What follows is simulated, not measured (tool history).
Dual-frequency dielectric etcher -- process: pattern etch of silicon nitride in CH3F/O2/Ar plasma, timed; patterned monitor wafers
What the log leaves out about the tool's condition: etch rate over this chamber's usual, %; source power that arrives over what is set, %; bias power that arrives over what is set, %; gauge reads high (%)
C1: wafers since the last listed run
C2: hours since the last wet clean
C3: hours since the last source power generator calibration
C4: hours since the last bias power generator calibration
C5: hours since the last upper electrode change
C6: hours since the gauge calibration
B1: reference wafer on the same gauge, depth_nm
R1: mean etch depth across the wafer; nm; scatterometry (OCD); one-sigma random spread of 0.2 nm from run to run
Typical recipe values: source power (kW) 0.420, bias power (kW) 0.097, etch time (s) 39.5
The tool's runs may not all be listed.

Run 1, hour 0.0: usual settings; C1 0; C2 477.5; C3 2513.0; C4 1565.1; C5 2904.5; C6 2689.9; B1 28.52. Result: R1 35.23 nm.
At hour 75.5: upper electrode replaced.
At hour 94.5: wet clean of the chamber.
Run 2, hour 95.0: usual settings; C1 957; C2 0.5; C3 2608.0; C4 1660.1; C5 19.5; C6 2784.9; B1 28.56. Result: R1 35.44 nm.
At hour 138.7: bias power generator calibrated.
Run 3, hour 139.2: usual settings; C1 740; C2 44.7; C3 2652.2; C4 0.5; C5 63.7; C6 2829.1; B1 28.66. Result: R1 35.19 nm.
Run 4, hour 196.9: usual settings; C1 1062; C2 102.4; C3 2709.9; C4 58.2; C5 121.4; C6 2886.8; B1 28.67. Result: R1 35.48 nm.
Run 5, hour 290.1: usual settings; C1 1715; C2 195.6; C3 2803.1; C4 151.4; C5 214.6; C6 2980.0; B1 28.76. Result: R1 35.54 nm.
Run 6, hour 384.3: usual settings; C1 1734; C2 289.8; C3 2897.3; C4 245.6; C5 308.8; C6 3074.2; B1 28.84. Result: R1 35.75 nm.
Run 7, hour 463.3: usual settings; C1 1454; C2 368.8; C3 2976.3; C4 324.6; C5 387.8; C6 3153.2; B1 28.94. Result: R1 36.20 nm.
Run 8, hour 537.3: usual settings; C1 1362; C2 442.8; C3 3050.3; C4 398.6; C5 461.8; C6 3227.2; B1 28.92. Result: R1 36.16 nm.
At hour 761.6: wet clean of the chamber.
Run 9, hour 762.1: usual settings but source power (kW) 0.490, bias power (kW) 0.078, etch time (s) 51.0; C1 3696; C2 0.5; C3 3275.1; C4 623.4; C5 686.6; C6 3452.0; B1 29.22. Result: R1 45.00 nm.
Run 10, hour 801.9: usual settings but bias power (kW) 0.077; C1 732; C2 40.3; C3 3314.9; C4 663.2; C5 726.4; C6 3491.8; B1 29.23. Result: R1 33.11 nm.
At hour 831.4: source power generator calibrated.
Run 11, hour 903.3: usual settings; C1 1793; C2 141.7; C3 71.9; C4 764.6; C5 827.8; C6 3593.2; B1 29.34. Result: R1 36.40 nm.
Run 12, hour 948.0: usual settings; C1 822; C2 186.4; C3 116.6; C4 809.3; C5 872.5; C6 3637.9; B1 29.36. Result: R1 36.20 nm.
Run 13, hour 1054.6: usual settings but etch time (s) 30.0; C1 1962; C2 293.0; C3 223.2; C4 915.9; C5 979.1; C6 3744.5; B1 29.48. Result: R1 27.77 nm.
At hour 1065.1: gauge calibrated.
Run 14, hour 1106.0: usual settings but etch time (s) 30.0; C1 946; C2 344.4; C3 274.6; C4 967.3; C5 1030.5; C6 40.9; B1 27.52. Result: R1 26.07 nm.
Run 15, hour 1207.2: usual settings; C1 1863; C2 445.6; C3 375.8; C4 1068.5; C5 1131.7; C6 142.1; B1 27.57. Result: R1 34.31 nm.
Run 16, hour 1270.9: usual settings but source power (kW) 0.360, etch time (s) 45.0; C1 1172; C2 509.3; C3 439.5; C4 1132.2; C5 1195.4; C6 205.8; B1 27.51. Result: R1 37.47 nm.
Run 17, hour 1320.5: usual settings; C1 913; C2 558.9; C3 489.1; C4 1181.8; C5 1245.0; C6 255.4; B1 27.56. Result: R1 33.88 nm.
Run 18, hour 1361.9: usual settings but source power (kW) 0.360, bias power (kW) 0.121; C1 762; C2 600.3; C3 530.5; C4 1223.2; C5 1286.4; C6 296.8; B1 27.50. Result: R1 35.51 nm.
Run 19, hour 1429.8: usual settings but source power (kW) 0.490, bias power (kW) 0.084, etch time (s) 49.5; C1 1250; C2 668.2; C3 598.4; C4 1291.1; C5 1354.3; C6 364.7; B1 27.51. Result: R1 42.61 nm.
At hour 1483.9: wet clean of the chamber.
Run 20, hour 1500.3: usual settings but source power (kW) 0.520, bias power (kW) 0.088; C1 856; C2 16.4; C3 668.9; C4 1361.6; C5 1424.8; C6 435.2; B1 27.55. Result: R1 35.20 nm.
Run 21, hour 1558.0: usual settings but source power (kW) 0.470, etch time (s) 44.0; C1 1062; C2 74.1; C3 726.6; C4 1419.3; C5 1482.5; C6 492.9; B1 27.55. Result: R1 39.33 nm.
At hour 1623.9: bias power generator calibrated.
Run 22, hour 1839.0: usual settings but source power (kW) 0.500, bias power (kW) 0.086, etch time (s) 29.5; C1 5099; C2 355.1; C3 1007.6; C4 215.1; C5 1763.5; C6 773.9; B1 27.63. Result: R1 25.69 nm.
Run 23, hour 1942.1: usual settings; C1 1898; C2 458.2; C3 1110.7; C4 318.2; C5 1866.6; C6 877.0; B1 27.61. Result: R1 34.29 nm.
Run 24, hour 1984.6: usual settings; C1 782; C2 500.7; C3 1153.2; C4 360.7; C5 1909.1; C6 919.5; B1 27.61. Result: R1 34.34 nm.
Run 25, hour 2049.2: usual settings; C1 1189; C2 565.3; C3 1217.8; C4 425.3; C5 1973.7; C6 984.1; B1 27.65. Result: R1 33.87 nm.
At hour 2174.7: wet clean of the chamber.
Run 26, hour 2175.2: usual settings but etch time (s) 35.0; C1 1877; C2 0.5; C3 1343.8; C4 551.3; C5 2099.7; C6 1110.1; B1 27.67. Result: R1 30.29 nm.
Run 27, hour 2204.8: usual settings but source power (kW) 0.520, bias power (kW) 0.084, etch time (s) 32.5; C1 544; C2 30.1; C3 1373.4; C4 580.9; C5 2129.3; C6 1139.7; B1 27.69. Result: R1 28.38 nm.
Run 28, hour 2274.6: usual settings but etch time (s) 33.0; C1 1285; C2 99.9; C3 1443.2; C4 650.7; C5 2199.1; C6 1209.5; B1 27.73. Result: R1 28.65 nm.
Run 29, hour 2331.7: usual settings but source power (kW) 0.460, etch time (s) 35.0; C1 1051; C2 157.0; C3 1500.3; C4 707.8; C5 2256.2; C6 1266.6; B1 27.76. Result: R1 31.09 nm.

Across each entry between runs, compare the hidden state at the last listed run before it with the hidden state at the first listed run after it:
From run 1 to run 2: upper electrode replaced (hour 75.5); wet clean of the chamber (hour 94.5)
  gauge reads high (%): 4.5 -> 4.77
  measured minus no-state result, R1: +1.52 -> +1.62 nm
From run 2 to run 3: bias power generator calibrated (hour 138.7)
  gauge reads high (%): 4.77 -> 4.89
  measured minus no-state result, R1: +1.62 -> +1.64 nm
From run 8 to run 9: wet clean of the chamber (hour 761.6)
  gauge reads high (%): 6.12 -> 6.89
  measured minus no-state result, R1: +2.08 -> +2.90 nm
From run 10 to run 11: source power generator calibrated (hour 831.4)
  gauge reads high (%): 7.03 -> 7.4
  measured minus no-state result, R1: +2.17 -> +2.51 nm
From run 13 to run 14: gauge calibrated (hour 1065.1)
  gauge reads high (%): 7.96 -> 0.816
  measured minus no-state result, R1: +2.05 -> +0.21 nm
From run 19 to run 20: wet clean of the chamber (hour 1483.9)
  gauge reads high (%): 0.883 -> 0.912
  measured minus no-state result, R1: +0.37 -> +0.32 nm
From run 21 to run 22: bias power generator calibrated (hour 1623.9)
  gauge reads high (%): 0.939 -> 1.12
  measured minus no-state result, R1: +0.37 -> +0.28 nm
From run 25 to run 26: wet clean of the chamber (hour 2174.7)
  gauge reads high (%): 1.31 -> 1.44
  measured minus no-state result, R1: +0.44 -> +0.43 nm
